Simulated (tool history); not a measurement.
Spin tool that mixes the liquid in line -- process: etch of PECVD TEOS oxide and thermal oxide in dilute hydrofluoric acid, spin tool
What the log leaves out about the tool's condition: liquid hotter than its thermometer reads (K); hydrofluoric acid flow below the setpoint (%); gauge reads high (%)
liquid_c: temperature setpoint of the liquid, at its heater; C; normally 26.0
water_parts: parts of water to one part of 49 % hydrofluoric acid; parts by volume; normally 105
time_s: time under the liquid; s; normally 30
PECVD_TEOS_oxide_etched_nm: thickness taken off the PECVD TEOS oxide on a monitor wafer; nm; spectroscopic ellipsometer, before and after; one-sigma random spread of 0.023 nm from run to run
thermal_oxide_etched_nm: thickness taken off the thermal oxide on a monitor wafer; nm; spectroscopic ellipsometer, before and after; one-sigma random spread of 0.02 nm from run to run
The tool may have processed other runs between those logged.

run	hour	liquid_c	water_parts	time_s	wafers since the last listed run	hours since the thermometer was replaced	hours since the hydrofluoric acid flow meter was replaced	hours since the gauge calibration	read-back film thickness of the PECVD TEOS oxide reference wafer, read on the same gauge (nm)	read-back film thickness of the thermal oxide reference wafer, read on the same gauge (nm)	PECVD_TEOS_oxide_etched_nm	thermal_oxide_etched_nm
1	0.0	26.0	105	30	0	1152.6	360.3	66.0	120.01	120.017	8.27	1.425
2	12.5	26.0	105	30	120	1165.1	372.8	78.5	120.00	119.998	8.25	1.475
3	30.3	26.0	105	30	171	1182.9	390.6	96.3	119.99	120.006	8.23	1.505
4	38.8	24.0	105	25	82	1191.4	399.1	104.8	119.99	120.031	6.36	1.097
5	52.5	24.0	105	25	132	1205.1	412.8	118.5	120.00	120.018	6.37	1.134
6	62.8	26.0	105	30	99	1215.4	423.1	128.8	119.99	120.021	8.22	1.424
7	80.3	26.0	105	30	169	1232.9	440.6	146.3	120.01	119.984	8.26	1.464
8	91.5	30.5	80	15	108	1244.1	451.8	157.5	119.99	119.999	6.64	1.176
9	101.0	26.0	65	30	91	1253.6	461.3	167.0	120.01	119.993	14.14	2.488
10	108.0	24.5	90	30	67	1260.6	468.3	174.0	120.02	119.988	9.30	1.600
# hour 116.5: hydrofluoric acid flow meter replaced
# hour 133.3: gauge calibrated
# hour 144.8: thermometer replaced
11	153.3	26.0	105	30	418	8.5	36.8	20.0	119.99	120.002	7.91	1.407
12	170.2	22.5	105	15	163	25.4	53.7	36.9	120.01	119.993	3.45	0.602
13	187.3	23.0	85	30	165	42.5	70.8	54.0	120.01	120.022	8.96	1.562
14	198.0	26.0	155	40	103	53.2	81.5	64.7	119.97	120.007	6.72	1.184

Run by run, hidden condition taken away, random variation retained:
run	PECVD_TEOS_oxide_etched_nm	thermal_oxide_etched_nm
1	7.96	1.370
2	7.94	1.419
3	7.93	1.449
4	6.12	1.055
5	6.13	1.092
6	7.94	1.375
7	7.98	1.415
8	6.43	1.138
9	13.60	2.393
10	8.97	1.543
11	7.92	1.409
12	3.45	0.603
13	8.98	1.566
14	6.75	1.189

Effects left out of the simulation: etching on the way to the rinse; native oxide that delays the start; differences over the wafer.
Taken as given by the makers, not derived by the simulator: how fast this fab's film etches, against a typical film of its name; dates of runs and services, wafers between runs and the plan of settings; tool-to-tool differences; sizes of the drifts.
